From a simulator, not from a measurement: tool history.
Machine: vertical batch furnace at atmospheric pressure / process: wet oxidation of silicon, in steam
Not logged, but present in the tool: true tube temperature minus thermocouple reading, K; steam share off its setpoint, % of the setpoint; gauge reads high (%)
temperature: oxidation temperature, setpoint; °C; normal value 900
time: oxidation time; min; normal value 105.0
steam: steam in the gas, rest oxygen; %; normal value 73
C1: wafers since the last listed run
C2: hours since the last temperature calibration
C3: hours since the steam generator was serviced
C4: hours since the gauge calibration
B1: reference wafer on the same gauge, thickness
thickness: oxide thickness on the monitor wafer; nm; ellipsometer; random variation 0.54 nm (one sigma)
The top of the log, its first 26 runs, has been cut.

{"run": 27, "day": 27.308, "temperature": 900, "time": 105.0, "steam": 73, "C1": 152, "C2": 358.3, "C3": 72.3, "C4": 254.9, "B1": 157.87, "thickness": 182.83}
{"run": 28, "day": 28.171, "temperature": 900, "time": 105.0, "steam": 73, "C1": 164, "C2": 379.0, "C3": 93.0, "C4": 275.6, "B1": 158.07, "thickness": 182.5}
{"run": 29, "day": 28.712, "temperature": 900, "time": 105.0, "steam": 73, "C1": 103, "C2": 392.0, "C3": 106.0, "C4": 288.6, "B1": 158.01, "thickness": 182.62}
{"run": 30, "day": 30.167, "temperature": 909, "time": 68.5, "steam": 84, "C1": 277, "C2": 426.9, "C3": 140.9, "C4": 323.5, "B1": 157.92, "thickness": 158.76}
{"run": 31, "day": 31.283, "temperature": 911, "time": 105.0, "steam": 78, "C1": 213, "C2": 453.7, "C3": 167.7, "C4": 350.3, "B1": 157.9, "thickness": 222.05}
{"run": 32, "day": 32.117, "temperature": 900, "time": 105.0, "steam": 73, "C1": 159, "C2": 473.7, "C3": 187.7, "C4": 370.3, "B1": 158.08, "thickness": 182.06}
{"run": 33, "day": 33.604, "temperature": 900, "time": 105.0, "steam": 62, "C1": 284, "C2": 509.4, "C3": 223.4, "C4": 406.0, "B1": 158.03, "thickness": 157.49}
{"run": 34, "day": 34.683, "temperature": 883, "time": 136.0, "steam": 76, "C1": 206, "C2": 535.3, "C3": 249.3, "C4": 431.9, "B1": 157.89, "thickness": 187.82}
{"run": 35, "day": 35.771, "temperature": 900, "time": 105.0, "steam": 73, "C1": 207, "C2": 561.4, "C3": 275.4, "C4": 458.0, "B1": 158.2, "thickness": 182.98}

Forecast each of these 4 alternatives for the next run:
{"run": "A", "day": 35.992, "temperature": 900, "time": 105.0, "steam": 64, "C1": 42, "C2": 566.7, "C3": 280.7, "C4": 463.3, "B1": "?", "thickness": "?"}
{"run": "B", "day": 35.992, "temperature": 900, "time": 56.5, "steam": 73, "C1": 42, "C2": 566.7, "C3": 280.7, "C4": 463.3, "B1": "?", "thickness": "?"}
{"run": "C", "day": 35.992, "temperature": 900, "time": 126.0, "steam": 79, "C1": 42, "C2": 566.7, "C3": 280.7, "C4": 463.3, "B1": "?", "thickness": "?"}
{"run": "D", "day": 35.992, "temperature": 922, "time": 105.0, "steam": 73, "C1": 42, "C2": 566.7, "C3": 280.7, "C4": 463.3, "B1": "?", "thickness": "?"}

run=A B1=157.96 thickness=162.30
run=B B1=157.96 thickness=104.74
run=C B1=157.96 thickness=227.75
run=D B1=157.96 thickness=234.62
Without the tool's hidden state the same runs would have given:
run=A thickness=158.61
run=B thickness=102.19
run=C thickness=222.91
run=D thickness=230.63

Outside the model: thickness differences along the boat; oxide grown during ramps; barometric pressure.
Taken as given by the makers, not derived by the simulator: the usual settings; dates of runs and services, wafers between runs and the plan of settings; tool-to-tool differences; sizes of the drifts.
